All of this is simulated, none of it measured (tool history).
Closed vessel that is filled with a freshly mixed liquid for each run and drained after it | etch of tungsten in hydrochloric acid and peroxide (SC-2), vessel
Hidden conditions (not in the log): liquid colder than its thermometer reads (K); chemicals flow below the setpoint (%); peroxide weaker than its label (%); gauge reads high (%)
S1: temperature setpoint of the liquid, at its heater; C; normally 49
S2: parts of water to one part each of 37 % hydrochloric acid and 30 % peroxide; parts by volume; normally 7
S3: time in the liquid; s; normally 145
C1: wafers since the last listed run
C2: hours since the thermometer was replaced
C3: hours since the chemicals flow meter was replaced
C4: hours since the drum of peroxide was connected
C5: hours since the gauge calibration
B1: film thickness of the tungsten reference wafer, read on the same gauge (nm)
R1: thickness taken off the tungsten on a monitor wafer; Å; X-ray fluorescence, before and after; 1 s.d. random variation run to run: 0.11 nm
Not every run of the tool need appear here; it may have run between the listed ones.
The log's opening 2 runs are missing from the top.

Run 3, hour 106.3: usual settings but S2 9.5 parts by volume; C1 6226; C2 363.5; C3 364.8; C4 214.2; C5 847.2; B1 140.01. Result: R1 146.4 Å.
Run 4, hour 142.6: usual settings but S2 9.5 parts by volume; C1 4338; C2 399.8; C3 401.1; C4 250.5; C5 883.5; B1 139.98. Result: R1 146.3 Å.
Run 5, hour 178.2: usual settings but S2 9.5 parts by volume; C1 4254; C2 435.4; C3 436.7; C4 286.1; C5 919.1; B1 139.98. Result: R1 146 Å.
Run 6, hour 242: usual settings; C1 7625; C2 499.2; C3 500.5; C4 349.9; C5 982.9; B1 139.98. Result: R1 186.2 Å.
Run 7, hour 267.9: usual settings; C1 3095; C2 525.1; C3 526.4; C4 375.8; C5 1008.8; B1 140. Result: R1 186.3 Å.
At hour 295.7: thermometer replaced.
Run 8, hour 310.7: usual settings; C1 4995; C2 15; C3 569.2; C4 418.6; C5 1051.6; B1 140.02. Result: R1 186.2 Å.
Run 9, hour 358.2: usual settings; C1 5676; C2 62.5; C3 616.7; C4 466.1; C5 1099.1; B1 139.96. Result: R1 185.5 Å.
Run 10, hour 392.3: usual settings; C1 4075; C2 96.6; C3 650.8; C4 500.2; C5 1133.2; B1 139.98. Result: R1 184.6 Å.
Run 11, hour 448.7: usual settings; C1 6740; C2 153; C3 707.2; C4 556.6; C5 1189.6; B1 140.01. Result: R1 184.1 Å.
Run 12, hour 491.8: usual settings; C1 5151; C2 196.1; C3 750.3; C4 599.7; C5 1232.7; B1 139.98. Result: R1 185.5 Å.
Run 13, hour 533.6: usual settings but S1 45 C, S2 6 parts by volume; C1 4995; C2 237.9; C3 792.1; C4 641.5; C5 1274.5; B1 140.03. Result: R1 158.7 Å.
Run 14, hour 574.4: usual settings; C1 4876; C2 278.7; C3 832.9; C4 682.3; C5 1315.3; B1 140. Result: R1 182.7 Å.
Run 15, hour 603.7: usual settings but S2 4.5 parts by volume; C1 3501; C2 308; C3 862.2; C4 711.6; C5 1344.6; B1 139.99. Result: R1 256.2 Å.

Expected results for the next run?
Run 16, hour 654.5: usual settings; C1 6071; C2 358.8; C3 913; C4 762.4; C5 1395.4; B1 ?. Result: R1 ?.

Run 16 measured B1 139.98, R1 182 Å.
Without the tool's hidden state the same run would have given R1 191.7 Å.

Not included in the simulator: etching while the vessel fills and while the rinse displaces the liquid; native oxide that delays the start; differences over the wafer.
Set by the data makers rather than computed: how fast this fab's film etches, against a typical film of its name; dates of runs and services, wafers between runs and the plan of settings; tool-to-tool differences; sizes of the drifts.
